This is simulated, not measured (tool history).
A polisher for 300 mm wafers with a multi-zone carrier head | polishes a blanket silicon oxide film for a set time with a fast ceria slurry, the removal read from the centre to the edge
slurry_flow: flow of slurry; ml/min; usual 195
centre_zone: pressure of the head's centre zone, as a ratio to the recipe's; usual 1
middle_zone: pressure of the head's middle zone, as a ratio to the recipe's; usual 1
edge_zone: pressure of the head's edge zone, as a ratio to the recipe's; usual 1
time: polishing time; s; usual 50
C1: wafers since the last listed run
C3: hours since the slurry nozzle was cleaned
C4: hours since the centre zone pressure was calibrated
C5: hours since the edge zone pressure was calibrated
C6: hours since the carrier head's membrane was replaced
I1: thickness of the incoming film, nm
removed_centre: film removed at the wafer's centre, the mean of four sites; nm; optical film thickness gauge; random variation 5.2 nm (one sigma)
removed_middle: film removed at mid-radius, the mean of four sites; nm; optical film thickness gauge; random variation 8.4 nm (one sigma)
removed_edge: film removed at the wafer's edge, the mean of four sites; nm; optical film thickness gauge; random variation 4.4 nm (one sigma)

run 1 hour=0 | slurry_flow=195 centre_zone=1 middle_zone=1 edge_zone=1 time=50 | C1=0 wafers_polished_on_this_pad=839 C3=255.2 C4=454 C5=15.8 C6=1337 | I1=2562 | removed_centre=678 removed_middle=677.9 removed_edge=662.9
run 2 hour=26.7 | slurry_flow=195 centre_zone=1 middle_zone=1 edge_zone=1 time=50 | C1=339 wafers_polished_on_this_pad=1179 C3=281.9 C4=480.7 C5=42.5 C6=1363.7 | I1=2556.5 | removed_centre=657.6 removed_middle=670.5 removed_edge=646.5
run 3 hour=52.7 | slurry_flow=195 centre_zone=1 middle_zone=1 edge_zone=1 time=50 | C1=331 wafers_polished_on_this_pad=1510 C3=307.9 C4=506.7 C5=68.5 C6=1389.7 | I1=2635.8 | removed_centre=642.6 removed_middle=668.6 removed_edge=633.3
-- hour=82 worn pad replaced by a new one
run 4 hour=82.5 | slurry_flow=250 centre_zone=1 middle_zone=1 edge_zone=1 time=50 | C1=328 wafers_polished_on_this_pad=6 C3=337.7 C4=536.5 C5=98.3 C6=1419.5 | I1=2591.9 | removed_centre=726.9 removed_middle=722.5 removed_edge=708.4
run 5 hour=95 | slurry_flow=250 centre_zone=1 middle_zone=1 edge_zone=1 time=50 | C1=159 wafers_polished_on_this_pad=165 C3=350.2 C4=549 C5=110.8 C6=1432 | I1=2616.6 | removed_centre=715.7 removed_middle=732.1 removed_edge=693.9
-- hour=111.8 carrier head's membrane replaced by a new one
run 6 hour=130.5 | slurry_flow=195 centre_zone=1 middle_zone=1 edge_zone=1 time=50 | C1=388 wafers_polished_on_this_pad=554 C3=385.7 C4=584.5 C5=146.3 C6=18.7 | I1=2591.6 | removed_centre=684.5 removed_middle=686.8 removed_edge=663.8
run 7 hour=154.2 | slurry_flow=220 centre_zone=1 middle_zone=1 edge_zone=0.91 time=50 | C1=301 wafers_polished_on_this_pad=855 C3=409.4 C4=608.2 C5=170 C6=42.4 | I1=2591.4 | removed_centre=677 removed_middle=683.9 removed_edge=645.7
run 8 hour=166.4 | slurry_flow=195 centre_zone=1 middle_zone=1 edge_zone=0.94 time=68 | C1=155 wafers_polished_on_this_pad=1011 C3=421.6 C4=620.4 C5=182.2 C6=54.6 | I1=2564.6 | removed_centre=911.3 removed_middle=922.2 removed_edge=859.3
run 9 hour=193.1 | slurry_flow=195 centre_zone=1 middle_zone=1 edge_zone=1 time=50 | C1=339 wafers_polished_on_this_pad=1351 C3=448.3 C4=647.1 C5=208.9 C6=81.3 | I1=2534.6 | removed_centre=662.8 removed_middle=672.8 removed_edge=640.9
run 10 hour=219.5 | slurry_flow=260 centre_zone=1.1 middle_zone=0.95 edge_zone=1 time=45 | C1=336 wafers_polished_on_this_pad=1687 C3=474.7 C4=673.5 C5=235.3 C6=107.7 | I1=2593.5 | removed_centre=663.9 removed_middle=580.7 removed_edge=576
-- hour=225.4 centre zone pressure recalibrated
run 11 hour=242.1 | slurry_flow=195 centre_zone=1 middle_zone=1 edge_zone=1 time=50 | C1=262 wafers_polished_on_this_pad=1949 C3=497.3 C4=16.7 C5=257.9 C6=130.3 | I1=2588.9 | removed_centre=641.9 removed_middle=644.5 removed_edge=620.2
-- hour=266.8 worn pad replaced by a new one
run 12 hour=271.8 | slurry_flow=195 centre_zone=1.1 middle_zone=1.08 edge_zone=1.06 time=50 | C1=327 wafers_polished_on_this_pad=63 C3=527 C4=46.4 C5=287.6 C6=160 | I1=2565.7 | removed_centre=767.6 removed_middle=739.5 removed_edge=697.6
run 13 hour=293.3 | slurry_flow=220 centre_zone=1 middle_zone=0.93 edge_zone=1.12 time=36 | C1=273 wafers_polished_on_this_pad=337 C3=548.5 C4=67.9 C5=309.1 C6=181.5 | I1=2561.4 | removed_centre=501.9 removed_middle=477.6 removed_edge=525.7
run 14 hour=311.5 | slurry_flow=155 centre_zone=1 middle_zone=1 edge_zone=0.91 time=50 | C1=231 wafers_polished_on_this_pad=569 C3=566.7 C4=86.1 C5=327.3 C6=199.7 | I1=2571.2 | removed_centre=647.5 removed_middle=654.3 removed_edge=620.4
-- hour=351.6 slurry nozzle cleaned
run 15 hour=414 | slurry_flow=195 centre_zone=1 middle_zone=1 edge_zone=1.07 time=37 | C1=1292 wafers_polished_on_this_pad=1861 C3=62.4 C4=188.6 C5=429.8 C6=302.2 | I1=2552.4 | removed_centre=474 removed_middle=475.3 removed_edge=479.9
run 16 hour=428 | slurry_flow=195 centre_zone=1 middle_zone=1 edge_zone=0.94 time=38 | C1=178 wafers_polished_on_this_pad=2039 C3=76.4 C4=202.6 C5=443.8 C6=316.2 | I1=2545.6 | removed_centre=483.2 removed_middle=480.8 removed_edge=460.6
-- hour=438.6 edge zone pressure recalibrated
-- hour=451.4 worn pad replaced by a new one
run 17 hour=460 | slurry_flow=195 centre_zone=1.09 middle_zone=1 edge_zone=1 time=50 | C1=331 wafers_polished_on_this_pad=109 C3=108.4 C4=234.6 C5=21.4 C6=348.2 | I1=2600.8 | removed_centre=751.6 removed_middle=706.2 removed_edge=686
run 18 hour=474.2 | slurry_flow=195 centre_zone=1.04 middle_zone=1 edge_zone=0.97 time=50 | C1=180 wafers_polished_on_this_pad=290 C3=122.6 C4=248.8 C5=35.6 C6=362.4 | I1=2612.7 | removed_centre=716.4 removed_middle=702.9 removed_edge=667.9
run 19 hour=508.7 | slurry_flow=195 centre_zone=1 middle_zone=1 edge_zone=1 time=50 | C1=439 wafers_polished_on_this_pad=729 C3=157.1 C4=283.3 C5=70.1 C6=396.9 | I1=2589.4 | removed_centre=673.2 removed_middle=689.4 removed_edge=670.5
run 20 hour=539.4 | slurry_flow=150 centre_zone=1 middle_zone=1 edge_zone=0.92 time=50 | C1=390 wafers_polished_on_this_pad=1120 C3=187.8 C4=314 C5=100.8 C6=427.6 | I1=2581.7 | removed_centre=630.8 removed_middle=642.5 removed_edge=605.3
run 21 hour=600.6 | slurry_flow=230 centre_zone=1.08 middle_zone=1.07 edge_zone=1 time=38 | C1=779 wafers_polished_on_this_pad=1899 C3=249 C4=375.2 C5=162 C6=488.8 | I1=2585.7 | removed_centre=532 removed_middle=522.2 removed_edge=481.6

The same runs without the tool's hidden state, with the same run-to-run variation:
The hidden state here: removal rate lost through wear of the pad, %; slurry flow missing at the pad, %; deviation of the centre zone's pressure from its setpoint, %; deviation of the edge zone's pressure from its setpoint, %.
run=1 removed_centre=708 removed_middle=707.8 removed_edge=692.2
run=2 removed_centre=697.6 removed_middle=711.3 removed_edge=685.9
run=3 removed_centre=692.5 removed_middle=720.5 removed_edge=682.5
run=4 removed_centre=728.8 removed_middle=724.4 removed_edge=710.3
run=5 removed_centre=722.7 removed_middle=739.3 removed_edge=700.8
run=6 removed_centre=705.5 removed_middle=707.9 removed_edge=684.1
run=7 removed_centre=707.5 removed_middle=714.7 removed_edge=674.8
run=8 removed_centre=959.3 removed_middle=970.8 removed_edge=904.6
run=9 removed_centre=708.9 removed_middle=719.6 removed_edge=685.6
run=10 removed_centre=721.6 removed_middle=631.2 removed_edge=626.1
run=11 removed_centre=707.6 removed_middle=710.4 removed_edge=683.6
run=12 removed_centre=770.5 removed_middle=742.3 removed_edge=700.3
run=13 removed_centre=510 removed_middle=485.4 removed_edge=534.3
run=14 removed_centre=664.9 removed_middle=672 removed_edge=637.2
run=15 removed_centre=517.6 removed_middle=518.9 removed_edge=524
run=16 removed_centre=532.2 removed_middle=529.5 removed_edge=507.3
run=17 removed_centre=756.6 removed_middle=710.9 removed_edge=690.5
run=18 removed_centre=727 removed_middle=713.4 removed_edge=677.8
run=19 removed_centre=696.9 removed_middle=713.7 removed_edge=694.1
run=20 removed_centre=665 removed_middle=677.3 removed_edge=638.1
run=21 removed_centre=582.1 removed_middle=571.3 removed_edge=526.9
